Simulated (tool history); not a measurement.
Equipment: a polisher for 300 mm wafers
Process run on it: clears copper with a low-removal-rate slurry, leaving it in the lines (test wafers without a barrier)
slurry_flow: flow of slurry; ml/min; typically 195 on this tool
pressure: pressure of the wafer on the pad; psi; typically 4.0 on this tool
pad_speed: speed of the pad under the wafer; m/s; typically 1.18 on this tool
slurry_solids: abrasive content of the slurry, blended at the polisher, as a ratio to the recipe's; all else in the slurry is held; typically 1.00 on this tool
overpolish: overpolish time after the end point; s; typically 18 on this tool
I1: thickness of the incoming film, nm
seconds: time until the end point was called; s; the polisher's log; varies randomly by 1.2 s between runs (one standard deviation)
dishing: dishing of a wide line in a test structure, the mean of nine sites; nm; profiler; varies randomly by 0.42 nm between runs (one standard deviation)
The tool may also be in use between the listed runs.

Run 1, day 0.000: usual settings; I1 464.9. Result: seconds 87.5 s, dishing 33.0 nm.
At day 1.688: worn pad replaced by a new one.
Run 2, day 2.675: usual settings; I1 461.7. Result: seconds 87.5 s, dishing 33.2 nm.
At day 6.792: slurry blender recalibrated.
At day 12.392: slurry nozzle cleaned.
Run 3, day 15.271: usual settings; I1 477.1. Result: seconds 86.9 s, dishing 33.2 nm.
Run 4, day 17.425: usual settings; I1 461.0. Result: seconds 85.1 s, dishing 33.3 nm.
Run 5, day 21.146: usual settings; I1 473.1. Result: seconds 88.0 s, dishing 33.0 nm.
At day 21.921: worn pad replaced by a new one.
Run 6, day 23.850: usual settings; I1 473.3. Result: seconds 85.4 s, dishing 33.0 nm.
Run 7, day 26.458: usual settings but pressure 3.0 psi, pad_speed 1.32 m/s; I1 471.4. Result: seconds 93.9 s, dishing 32.2 nm.
At day 27.292: slurry blender recalibrated.
Run 8, day 28.508: usual settings but pressure 4.6 psi, overpolish 14 s; I1 474.8. Result: seconds 80.0 s, dishing 31.3 nm.
Run 9, day 32.438: usual settings but pressure 4.6 psi, overpolish 14 s; I1 467.6. Result: seconds 80.6 s, dishing 30.9 nm.
At day 33.412: slurry nozzle cleaned.
Run 10, day 36.158: usual settings but pressure 4.6 psi, overpolish 14 s; I1 468.0. Result: seconds 77.7 s, dishing 30.4 nm.
Run 11, day 38.546: usual settings; I1 477.5. Result: seconds 88.3 s, dishing 33.5 nm.
Run 12, day 40.783: usual settings; I1 469.0. Result: seconds 87.4 s, dishing 33.2 nm.
At day 41.246: worn pad replaced by a new one.
Run 13, day 42.579: usual settings; I1 467.6. Result: seconds 85.0 s, dishing 33.4 nm.
At day 42.788: slurry blender recalibrated.
Run 14, day 44.708: usual settings; I1 470.9. Result: seconds 88.3 s, dishing 32.7 nm.
Run 15, day 48.046: usual settings; I1 474.5. Result: seconds 86.3 s, dishing 33.2 nm.
Run 16, day 51.067: usual settings but slurry_flow 225 ml/min, pad_speed 1.54 m/s; I1 476.8. Result: seconds 66.1 s, dishing 35.6 nm.
At day 51.192: head pressure recalibrated.
At day 52.421: slurry nozzle cleaned.
Run 17, day 54.867: usual settings but pad_speed 0.78 m/s, slurry_solids 0.75; I1 468.2. Result: seconds 158.6 s, dishing 24.5 nm.
Run 18, day 56.371: usual settings but pad_speed 1.40 m/s; I1 473.4. Result: seconds 85.7 s, dishing 33.6 nm.
At day 59.850: worn pad replaced by a new one.
Run 19, day 60.121: usual settings but pressure 2.8 psi; I1 475.3. Result: seconds 122.8 s, dishing 28.4 nm.
At day 60.425: slurry blender recalibrated.
Run 20, day 63.050: usual settings; I1 475.8. Result: seconds 101.5 s, dishing 30.9 nm.
At day 68.000: head pressure recalibrated, repeated, since the last time left the tool worse.
Run 21, day 70.058: usual settings but slurry_flow 165 ml/min, pressure 3.1 psi, slurry_solids 1.25; I1 474.9. Result: seconds 103.0 s, dishing 30.6 nm.
Run 22, day 73.188: usual settings; I1 468.9. Result: seconds 91.6 s, dishing 32.8 nm.
At day 76.462: worn pad replaced by a new one.
Run 23, day 77.225: usual settings; I1 466.8. Result: seconds 87.6 s, dishing 32.4 nm.
At day 77.750: slurry nozzle cleaned.
At day 78.208: slurry blender recalibrated.
Run 24, day 81.421: usual settings but pressure 2.7 psi, pad_speed 1.36 m/s, slurry_solids 0.85; I1 468.5. Result: seconds 103.1 s, dishing 30.8 nm.
Run 25, day 85.708: usual settings but pad_speed 1.06 m/s; I1 473.8. Result: seconds 98.7 s, dishing 31.4 nm.
Run 26, day 89.892: usual settings but slurry_flow 135 ml/min, pressure 4.6 psi, pad_speed 1.44 m/s; I1 461.9. Result: seconds 67.6 s, dishing 36.5 nm.

Selected run-to-run steps in seconds, each split into two signed amounts: the part the tool would show with no hidden state at all (from settings, incoming material and random variation), and the remainder, which goes to the hidden state together with any gauge scatter not common to the measured and the hidden-state-free results:
The hidden state here: removal rate lost through wear of the pad, %; slurry flow missing at the pad, %; deviation of the head's pressure from its setpoint, %; abrasive missing from the slurry, %.
Run 16 -> 17: slurry_flow 225 -> 195, pad_speed 1.54 -> 0.78, slurry_solids 1.00 -> 0.75, head pressure recalibrated, slurry nozzle cleaned. seconds +92.5 s: hidden state +19.2, all else +73.3.
Run 17 -> 18: pad_speed 0.78 -> 1.40, slurry_solids 0.75 -> 1.00. seconds -72.9 s: hidden state -7.3, all else -65.6.
Run 20 -> 21: slurry_flow 195 -> 165, pressure 4.0 -> 3.1, slurry_solids 1.00 -> 1.25, head pressure recalibrated, repeated, since the last time left the tool worse. seconds +1.5 s: hidden state -7.9, all else +9.4.

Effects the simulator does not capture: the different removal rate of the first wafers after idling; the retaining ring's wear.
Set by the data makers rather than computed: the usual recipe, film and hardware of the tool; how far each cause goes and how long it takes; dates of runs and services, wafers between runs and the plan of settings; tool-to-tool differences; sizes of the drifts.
